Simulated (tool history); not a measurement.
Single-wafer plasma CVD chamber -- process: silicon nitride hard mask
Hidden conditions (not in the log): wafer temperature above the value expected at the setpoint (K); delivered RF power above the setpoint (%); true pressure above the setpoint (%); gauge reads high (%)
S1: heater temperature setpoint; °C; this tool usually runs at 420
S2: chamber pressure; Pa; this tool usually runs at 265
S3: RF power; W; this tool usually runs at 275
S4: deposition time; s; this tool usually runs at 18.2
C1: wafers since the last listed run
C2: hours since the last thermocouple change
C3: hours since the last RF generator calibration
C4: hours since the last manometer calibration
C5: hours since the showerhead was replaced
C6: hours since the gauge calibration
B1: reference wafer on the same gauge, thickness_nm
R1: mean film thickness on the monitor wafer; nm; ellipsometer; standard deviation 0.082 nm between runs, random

| run | hour | S1 | S2 | S3 | S4 | C1 | C2 | C3 | C4 | C5 | C6 | B1 | R1 |
|---|---|---|---|---|---|---|---|---|---|---|---|---|---|
| 1 | 0 | 420 | 265 | 275 | 18.2 | 0 | 679.1 | 681.8 | 2183.1 | 5016.9 | 534.1 | 24.5 | 22.438 |
| 2 | 100.5 | 420 | 265 | 275 | 18.2 | 2174 | 779.6 | 782.3 | 2283.6 | 5117.4 | 634.6 | 24.502 | 22.346 |
| 3 | 179.7 | 420 | 265 | 275 | 18.2 | 1713 | 858.8 | 861.5 | 2362.8 | 5196.6 | 713.8 | 24.533 | 22.383 |
|  | 204.8 | thermocouple changed; heater temperature recalibrated |
| 4 | 283.9 | 420 | 265 | 275 | 18.2 | 2081 | 79.1 | 965.7 | 2467 | 5300.8 | 818 | 24.477 | 22.302 |
| 5 | 384.8 | 420 | 265 | 275 | 18.2 | 2182 | 180 | 1066.6 | 2567.9 | 5401.7 | 918.9 | 24.506 | 22.364 |
| 6 | 478.9 | 420 | 265 | 275 | 18.2 | 2035 | 274.1 | 1160.7 | 2662 | 5495.8 | 1013 | 24.542 | 22.294 |
| 7 | 557 | 420 | 265 | 275 | 18.2 | 1689 | 352.2 | 1238.8 | 2740.1 | 5573.9 | 1091.1 | 24.496 | 22.233 |
| 8 | 641.7 | 420 | 304 | 275 | 18.2 | 1832 | 436.9 | 1323.5 | 2824.8 | 5658.6 | 1175.8 | 24.468 | 23.036 |
| 9 | 734 | 420 | 304 | 275 | 18.2 | 1996 | 529.2 | 1415.8 | 2917.1 | 5750.9 | 1268.1 | 24.501 | 22.845 |
| 10 | 821 | 420 | 304 | 275 | 18.2 | 1882 | 616.2 | 1502.8 | 3004.1 | 5837.9 | 1355.1 | 24.55 | 22.717 |
|  | 885.8 | RF generator calibrated |
|  | 897.1 | capacitance manometer re-zeroed and calibrated |
| 11 | 897.6 | 420 | 284 | 275 | 18.2 | 1310 | 692.8 | 11.8 | 0.5 | 5914.5 | 1431.7 | 24.503 | 22.636 |
| 12 | 978.5 | 420 | 265 | 275 | 18.2 | 1750 | 773.7 | 92.7 | 81.4 | 5995.4 | 1512.6 | 24.54 | 22.33 |
| 13 | 1062.2 | 413 | 287 | 315 | 20.9 | 1810 | 857.4 | 176.4 | 165.1 | 6079.1 | 1596.3 | 24.534 | 29.879 |
|  | 1153.5 | thermocouple changed; heater temperature recalibrated |
| 14 | 1154 | 420 | 265 | 275 | 20.9 | 1812 | 0.5 | 268.2 | 256.9 | 6170.9 | 1688.1 | 24.529 | 25.691 |
| 15 | 1259.3 | 420 | 265 | 275 | 18.2 | 2278 | 105.8 | 373.5 | 362.2 | 6276.2 | 1793.4 | 24.473 | 22.323 |
| 16 | 1356.9 | 420 | 248 | 275 | 18.2 | 2111 | 203.4 | 471.1 | 459.8 | 6373.8 | 1891 | 24.525 | 21.825 |
| 17 | 1401.9 | 430 | 305 | 310 | 18.2 | 973 | 248.4 | 516.1 | 504.8 | 6418.8 | 1936 | 24.476 | 25.654 |
| 18 | 1447.8 | 420 | 265 | 275 | 18.2 | 992 | 294.3 | 562 | 550.7 | 6464.7 | 1981.9 | 24.465 | 22.262 |
| 19 | 1500 | 420 | 265 | 275 | 21.7 | 1129 | 346.5 | 614.2 | 602.9 | 6516.9 | 2034.1 | 24.509 | 26.316 |
|  | 1511.1 | showerhead replaced |
|  | 1521.5 | gauge calibrated |
| 20 | 1545.6 | 410 | 216 | 235 | 18.2 | 813 | 392.1 | 659.8 | 648.5 | 34.5 | 24.1 | 24.473 | 17.942 |
| 21 | 1607.9 | 410 | 227 | 260 | 16.6 | 1347 | 454.4 | 722.1 | 710.8 | 96.8 | 86.4 | 24.52 | 18.226 |
| 22 | 1703.6 | 410 | 211 | 310 | 21.3 | 2070 | 550.1 | 817.8 | 806.5 | 192.5 | 182.1 | 24.492 | 27.399 |
| 23 | 1794.3 | 420 | 204 | 230 | 18.2 | 1962 | 640.8 | 908.5 | 897.2 | 283.2 | 272.8 | 24.494 | 16.942 |
| 24 | 1841 | 420 | 265 | 275 | 18.2 | 1010 | 687.5 | 955.2 | 943.9 | 329.9 | 319.5 | 24.474 | 22.122 |
| 25 | 1924 | 420 | 265 | 275 | 15.5 | 1795 | 770.5 | 1038.2 | 1026.9 | 412.9 | 402.5 | 24.489 | 18.768 |
| 26 | 2029.3 | 406 | 213 | 275 | 15.2 | 2278 | 875.8 | 1143.5 | 1132.2 | 518.2 | 507.8 | 24.472 | 17.325 |
| 27 | 2103.8 | 420 | 265 | 275 | 18.2 | 1611 | 950.3 | 1218 | 1206.7 | 592.7 | 582.3 | 24.476 | 21.846 |
|  | 2156.5 | thermocouple changed; heater temperature recalibrated |
| 28 | 2177 | 420 | 265 | 275 | 18.2 | 1410 | 20.5 | 1291.2 | 1279.9 | 665.9 | 655.5 | 24.565 | 21.783 |

Branching from run 28: 4 alternative next runs. What would each branch give?
| A | 2177.4 | 420 | 265 | 275 | 18.2 | 8 | 20.9 | 1291.6 | 1280.3 | 666.3 | 655.9 | ? | ? |
| B | 2177.4 | 424 | 319 | 300 | 18.2 | 8 | 20.9 | 1291.6 | 1280.3 | 666.3 | 655.9 | ? | ? |
| C | 2177.4 | 414 | 265 | 330 | 19.3 | 8 | 20.9 | 1291.6 | 1280.3 | 666.3 | 655.9 | ? | ? |
| D | 2177.4 | 420 | 309 | 275 | 18.2 | 8 | 20.9 | 1291.6 | 1280.3 | 666.3 | 655.9 | ? | ? |

| run | B1 | R1 |
|---|---|---|
| A | 24.53 | 21.842 |
| B | 24.53 | 24.803 |
| C | 24.53 | 27.42 |
| D | 24.53 | 22.702 |
With no hidden state in the tool, these same runs would have given:
| run | R1 |
|---|---|
| A | 22.504 |
| B | 25.516 |
| C | 28.153 |
| D | 23.391 |
